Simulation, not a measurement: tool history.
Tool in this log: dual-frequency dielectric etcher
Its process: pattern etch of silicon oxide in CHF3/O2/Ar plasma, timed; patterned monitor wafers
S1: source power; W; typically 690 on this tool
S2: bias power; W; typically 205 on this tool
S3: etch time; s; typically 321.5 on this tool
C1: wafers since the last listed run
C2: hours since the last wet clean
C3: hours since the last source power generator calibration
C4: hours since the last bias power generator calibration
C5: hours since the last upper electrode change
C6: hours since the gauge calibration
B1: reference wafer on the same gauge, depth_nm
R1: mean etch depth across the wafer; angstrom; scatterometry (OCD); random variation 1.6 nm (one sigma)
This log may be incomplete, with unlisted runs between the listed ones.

run,hour,S1,S2,S3,C1,C2,C3,C4,C5,C6,B1,R1
1,0.0,690,205,321.5,0,10.1,2271.0,3785.8,1749.7,328.7,634.9,6714
2,34.4,690,205,321.5,119,44.5,2305.4,3820.2,1784.1,363.1,635.1,6735
3,90.3,690,205,390.0,194,100.4,2361.3,3876.1,1840.0,419.0,634.5,8166
4,168.8,690,205,390.0,273,178.9,2439.8,3954.6,1918.5,497.5,634.8,8175
5,195.3,690,205,390.0,92,205.4,2466.3,3981.1,1945.0,524.0,635.3,8189
6,242.7,690,205,321.5,165,252.8,2513.7,4028.5,1992.4,571.4,635.3,6734
7,285.7,690,205,321.5,149,295.8,2556.7,4071.5,2035.4,614.4,635.1,6719
# hour 323.9: source power generator calibrated
8,327.4,690,205,321.5,131,337.5,3.5,4113.2,2077.1,656.1,635.0,6972
9,370.3,690,237,321.5,149,380.4,46.4,4156.1,2120.0,699.0,635.1,7254
10,410.6,690,237,321.5,140,420.7,86.7,4196.4,2160.3,739.3,635.2,7243
# hour 440.1: upper electrode replaced
11,458.2,600,205,321.5,82,468.3,134.3,4244.0,18.1,786.9,635.3,6358
12,496.7,830,205,321.5,134,506.8,172.8,4282.5,56.6,825.4,635.3,7711
# hour 509.1: bias power generator calibrated
# hour 526.7: wet clean of the chamber
13,534.2,690,205,321.5,55,7.5,210.3,25.1,94.1,862.9,635.0,6947
14,572.8,840,246,245.0,134,46.1,248.9,63.7,132.7,901.5,634.9,6215
# hour 582.0: gauge calibrated
15,632.4,690,205,321.5,207,105.7,308.5,123.3,192.3,50.4,635.0,6923
16,702.1,570,163,288.0,242,175.4,378.2,193.0,262.0,120.1,634.8,5147
17,737.6,690,205,321.5,123,210.9,413.7,228.5,297.5,155.6,634.6,6924
18,766.2,690,205,321.5,99,239.5,442.3,257.1,326.1,184.2,635.2,6861
19,816.9,690,205,231.5,176,290.2,493.0,307.8,376.8,234.9,634.6,4953
20,856.5,800,246,400.5,138,329.8,532.6,347.4,416.4,274.5,635.2,9850
21,912.7,620,243,402.0,195,386.0,588.8,403.6,472.6,330.7,635.1,8446

Predict each of these 3 candidate next runs independently; none follows another, all start after run 21:
A,913.2,690,205,321.5,1,386.5,589.3,404.1,473.1,331.2,?,?
B,913.2,690,205,245.5,1,386.5,589.3,404.1,473.1,331.2,?,?
C,913.2,770,205,349.0,1,386.5,589.3,404.1,473.1,331.2,?,?

run,B1,R1
A,635.1,6868
B,635.1,5244
C,635.1,7954
What these runs would have given with no unlogged condition in the tool:
run,R1
A,6961
B,5316
C,8063
